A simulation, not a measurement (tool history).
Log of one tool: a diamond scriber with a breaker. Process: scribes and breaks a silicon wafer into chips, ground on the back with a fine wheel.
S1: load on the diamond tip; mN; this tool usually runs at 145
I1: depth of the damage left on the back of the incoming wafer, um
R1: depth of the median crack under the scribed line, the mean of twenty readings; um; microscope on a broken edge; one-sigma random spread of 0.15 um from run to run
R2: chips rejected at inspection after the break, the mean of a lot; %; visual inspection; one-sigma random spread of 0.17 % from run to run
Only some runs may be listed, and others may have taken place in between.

run	hour	S1	I1	R1	R2
1	0	129	2.7	7.16	7.24
2	47.7	129	2.04	7.27	4.61
3	106.3	129	2.82	7.3	7.85
4	179.1	145	2.69	8.11	4.44
5	263.5	145	2.38	8.2	3.3
6	342.9	145	2.57	8.2	4.25
7	389.9	176	2.9	9.44	7.06
8	456.8	121	2.92	6.6	11.93
9	540	116	2.28	6.18	10.49
10	618.8	180	2.95	9.53	6.72
11	696.6	186	2.77	10.62	8.63
12	791.7	129	2.56	7.19	6.83
13	871.8	167	1.75	9.38	3.7
14	953.3	171	1.71	9.48	4.11
15	1030	145	2.1	7.99	2.6

Missing from the log above: 2 entries noted between runs. For each, name the pair of listed runs it sits between and say how the tool's hidden condition differs from the listed run just before to the listed run just after:
From run 8 to run 9: load on the tip recalibrated (hour 514.8)
  the hidden state is the same at both runs
From run 11 to run 12: diamond tip replaced by a new one (hour 715.2)
  the hidden state is the same at both runs
